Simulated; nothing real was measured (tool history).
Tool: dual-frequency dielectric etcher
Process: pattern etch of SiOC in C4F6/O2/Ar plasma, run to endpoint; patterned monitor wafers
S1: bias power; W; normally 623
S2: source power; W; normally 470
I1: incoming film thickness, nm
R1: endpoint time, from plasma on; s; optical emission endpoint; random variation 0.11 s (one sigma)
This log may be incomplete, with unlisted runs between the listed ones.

| run | hour | S1 | S2 | I1 | R1 |
|---|---|---|---|---|---|
| 1 | 0.0 | 623 | 470 | 47.92 | 14.6 |
|  | 35.4 | wet clean of the chamber |
| 2 | 43.2 | 522 | 410 | 48.17 | 15.5 |
| 3 | 139.0 | 522 | 410 | 48.11 | 15.7 |
| 4 | 217.4 | 522 | 410 | 48.36 | 15.5 |
| 5 | 312.2 | 623 | 470 | 48.54 | 14.3 |
| 6 | 385.5 | 623 | 470 | 48.19 | 14.2 |
| 7 | 480.3 | 623 | 470 | 47.79 | 14.3 |
| 8 | 551.0 | 623 | 470 | 48.37 | 14.5 |
| 9 | 599.1 | 623 | 470 | 48.35 | 14.7 |
|  | 669.7 | wet clean of the chamber |
| 10 | 693.1 | 623 | 470 | 48.50 | 13.8 |
| 11 | 757.8 | 623 | 470 | 48.53 | 14.0 |
| 12 | 859.9 | 623 | 470 | 48.29 | 14.0 |
| 13 | 942.8 | 623 | 470 | 48.53 | 14.2 |
|  | 973.9 | bias power generator calibrated |
| 14 | 1027.1 | 623 | 470 | 48.44 | 14.2 |
| 15 | 1107.2 | 623 | 470 | 48.90 | 14.5 |
|  | 1126.3 | source power generator calibrated |
|  | 1169.0 | wet clean of the chamber |
|  | 1320.9 | upper electrode replaced |
| 16 | 1407.9 | 623 | 470 | 47.96 | 14.2 |
| 17 | 1597.4 | 666 | 370 | 48.14 | 15.3 |
| 18 | 1643.2 | 547 | 560 | 48.22 | 14.3 |
| 19 | 1702.8 | 683 | 420 | 48.17 | 14.5 |
|  | 1770.6 | wet clean of the chamber |
| 20 | 1795.4 | 730 | 350 | 48.42 | 14.6 |
| 21 | 1845.8 | 777 | 470 | 47.99 | 12.9 |
| 22 | 1935.2 | 623 | 560 | 48.29 | 13.4 |
| 23 | 2198.1 | 623 | 470 | 48.02 | 14.4 |

For run 24, what comes out?
| 24 | 2297.5 | 669 | 370 | 48.87 | ? |

{"run 24": {"R1": 15.6}}
Take away the tool's hidden state, keep the run-to-run variation as it was, and the same run would have given R1 14.7 s.
